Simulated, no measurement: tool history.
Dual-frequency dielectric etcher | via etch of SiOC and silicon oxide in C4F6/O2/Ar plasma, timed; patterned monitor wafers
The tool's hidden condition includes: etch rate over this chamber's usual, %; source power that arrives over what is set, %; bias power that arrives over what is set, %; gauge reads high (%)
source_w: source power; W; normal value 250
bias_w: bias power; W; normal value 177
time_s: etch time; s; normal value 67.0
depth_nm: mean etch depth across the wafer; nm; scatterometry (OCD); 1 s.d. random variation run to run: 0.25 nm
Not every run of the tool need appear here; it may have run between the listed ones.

run    hour  source_w  bias_w  time_s  wafers since the last listed run  hours since the last wet clean  hours since the last source power generator calibration  hours since the last bias power generator calibration  hours since the last upper electrode change  hours since the gauge calibration  read-back reference wafer on the same gauge, depth_nm  depth_nm
  1     0.0       250     177    76.5                                 0                           215.7                                                   2598.2                                                 1825.2                                       2991.1                             1222.0                                                   63.0      70.5
       28.5  -- gauge calibrated
  2   104.2       250     177    76.5                              1603                           319.9                                                   2702.4                                                 1929.4                                       3095.3                               75.7                                                   63.1      70.7
  3   151.6       250     177    67.0                               729                           367.3                                                   2749.8                                                 1976.8                                       3142.7                              123.1                                                   63.1      61.7
      235.8  -- wet clean of the chamber
  4   251.4       250     177    67.0                              1166                            15.6                                                   2849.6                                                 2076.6                                       3242.5                              222.9                                                   63.0      61.8
  5   341.2       250     177    55.0                              1382                           105.4                                                   2939.4                                                 2166.4                                       3332.3                              312.7                                                   63.0      50.3
      648.9  -- wet clean of the chamber
  6   659.2       250     177    55.0                              4525                            10.3                                                   3257.4                                                 2484.4                                       3650.3                              630.7                                                   63.2      50.6
  7   765.1       250     177    67.0                              1630                           116.2                                                   3363.3                                                 2590.3                                       3756.2                              736.6                                                   63.1      62.2
  8   814.7       250     177    67.0                               763                           165.8                                                   3412.9                                                 2639.9                                       3805.8                              786.2                                                   63.0      61.8
  9   855.9       250     177    67.0                               634                           207.0                                                   3454.1                                                 2681.1                                       3847.0                              827.4                                                   63.1      61.6
 10   904.9       270     177    67.0                               754                           256.0                                                   3503.1                                                 2730.1                                       3896.0                              876.4                                                   63.1      63.7
 11   957.2       270     177    67.0                               805                           308.3                                                   3555.4                                                 2782.4                                       3948.3                              928.7                                                   63.0      63.3
 12  1001.3       270     177    67.0                               678                           352.4                                                   3599.5                                                 2826.5                                       3992.4                              972.8                                                   63.2      63.8
 13  1052.0       280     219    57.5                               780                           403.1                                                   3650.2                                                 2877.2                                       4043.1                             1023.5                                                   63.1      60.5
     1164.3  -- wet clean of the chamber
 14  1164.8       250     177    50.0                              1366                             0.5                                                   3763.0                                                 2990.0                                       4155.9                             1136.3                                                   63.1      45.9
 15  1229.5       250     177    67.0                               995                            65.2                                                   3827.7                                                 3054.7                                       4220.6                             1201.0                                                   63.1      61.7
     1301.9  -- upper electrode replaced
 16  1302.4       230     143    67.0                               752                           138.1                                                   3900.6                                                 3127.6                                          0.5                             1273.9                                                   63.1      53.9
 17  1336.0       200     153    67.0                               517                           171.7                                                   3934.2                                                 3161.2                                         34.1                             1307.5                                                   63.2      52.2
     1389.0  -- source power generator calibrated
     1421.1  -- gauge calibrated
 18  1441.3       250     164    53.0                              1559                           277.0                                                     52.3                                                 3266.5                                        139.4                               20.2                                                   63.1      47.0
 19  1521.7       250     177    67.0                              1237                           357.4                                                    132.7                                                 3346.9                                        219.8                              100.6                                                   63.1      61.2
     1556.8  -- bias power generator calibrated
     1604.0  -- wet clean of the chamber
 20  1820.6       250     177    67.0                              4169                           216.6                                                    431.6                                                  263.8                                        518.7                              399.5                                                   63.1      61.6
 21  1870.9       220     177    80.5                               774                           266.9                                                    481.9                                                  314.1                                        569.0                              449.8                                                   63.1      69.7
 22  1939.0       230     220    67.0                              1048                           335.0                                                    550.0                                                  382.2                                        637.1                              517.9                                                   63.1      65.3
     1995.8  -- wet clean of the chamber
 23  2030.3       300     135    51.5                              1035                            34.5                                                    641.3                                                  473.5                                        728.4                              609.2                                                   63.1      46.0
 24  2069.0       250     177    67.0                               595                            73.2                                                    680.0                                                  512.2                                        767.1                              647.9                                                   63.1      61.3

Exercise: give the hidden state of the tool at every run:
etch rate over this chamber's usual, %: 0 across all the runs
source power that arrives over what is set, %: 0 across all the runs
bias power that arrives over what is set, %: 0 across all the runs
gauge reads high (%): 0 across all the runs
